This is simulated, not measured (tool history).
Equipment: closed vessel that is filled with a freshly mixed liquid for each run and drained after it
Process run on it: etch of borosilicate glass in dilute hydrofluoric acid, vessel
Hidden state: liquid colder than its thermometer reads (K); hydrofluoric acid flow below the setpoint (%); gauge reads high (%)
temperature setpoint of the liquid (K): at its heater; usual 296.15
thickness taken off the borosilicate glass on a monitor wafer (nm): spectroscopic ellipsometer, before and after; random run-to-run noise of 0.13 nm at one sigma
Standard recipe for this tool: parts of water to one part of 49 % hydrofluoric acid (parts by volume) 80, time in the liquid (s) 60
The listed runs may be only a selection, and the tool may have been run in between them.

run	hour	temperature setpoint of the liquid (K)	parts of water to one part of 49 % hydrofluoric acid (parts by volume)	time in the liquid (s)	wafers since the last listed run	hours since the thermometer was replaced	hours since the hydrofluoric acid flow meter was replaced	hours since the gauge calibration	read-back film thickness of the borosilicate glass reference wafer, read on the same gauge (nm)	thickness taken off the borosilicate glass on a monitor wafer (nm)
1	0	296.15	80	60	0	1983	338.1	67.2	59.98	28.86
2	32.6	296.15	80	60	4780	2015.6	370.7	99.8	60.02	28.82
3	62.1	296.15	80	60	4326	2045.1	400.2	129.3	59.95	28.62
4	96.4	296.15	80	45	5030	2079.4	434.5	163.6	60.02	21.51
5	160.1	296.15	80	45	9341	2143.1	498.2	227.3	60.02	21.45
6	190.6	296.15	80	45	4472	2173.6	528.7	257.8	59.96	21.53
7	218	296.15	80	60	4018	2201	556.1	285.2	60.02	28.26
8	252	296.15	80	60	4986	2235	590.1	319.2	59.99	28.56
9	264.3	296.15	80	60	1803	2247.3	602.4	331.5	60.05	28.39
10	283.6	296.15	80	60	2830	2266.6	621.7	350.8	60.01	28.67
11	314.8	296.15	80	60	4575	2297.8	652.9	382	60	28.48
12	336.6	296.15	80	60	3197	2319.6	674.7	403.8	59.98	28.42
13	409.2	296.15	110	60	10647	2392.2	747.3	476.4	60.01	19.95
# hour 418.4: gauge calibrated
# hour 435.4: hydrofluoric acid flow meter replaced
14	441	296.15	80	60	4516	2424	5.6	22.6	59.99	28.45
15	472.9	291.15	60	60	4678	2455.9	37.5	54.5	60.03	31.39
# hour 479.2: thermometer replaced
16	498.2	300.65	70	70	3563	19	62.8	79.8	59.98	48.84
17	525.5	296.15	80	60	4003	46.3	90.1	107.1	60.04	30.17
18	544.8	298.15	80	30	2830	65.6	109.4	126.4	60.03	16.3
19	565.1	291.15	70	70	2977	85.9	129.7	146.7	59.98	32.97
20	596.5	296.15	80	80	4604	117.3	161.1	178.1	59.96	40.27
21	618.2	294.15	60	40	3182	139	182.8	199.8	60	25.05
22	650.7	299.15	90	40	4766	171.5	215.3	232.3	60.03	19.8
23	678.1	293.15	50	60	4018	198.9	242.7	259.7	60.03	43.95
24	709.1	296.15	80	60	4546	229.9	273.7	290.7	60.03	30.04
25	779.1	300.15	80	75	10265	299.9	343.7	360.7	59.97	43.93
26	813.3	296.15	80	60	5015	334.1	377.9	394.9	59.99	29.87
# hour 840: gauge calibrated
27	883.7	292.15	80	60	10324	404.5	448.3	43.7	59.99	25.22

Below are 3 alternative next runs, each starting from the tool's condition after run 27. Predict each:
A	884.4	296.15	80	50	102	405.2	449	44.4	?	?
B	884.4	293.65	110	75	102	405.2	449	44.4	?	?
C	884.4	299.65	60	60	102	405.2	449	44.4	?	?

run	read-back film thickness of the borosilicate glass reference wafer, read on the same gauge (nm)	thickness taken off the borosilicate glass on a monitor wafer (nm)
A	59.99	24.87
B	59.99	23.67
C	59.99	47.05
Stripped of hidden state, with their random variation kept, the same runs would have yielded:
run	thickness taken off the borosilicate glass on a monitor wafer (nm)
A	25.25
B	24.03
C	47.75
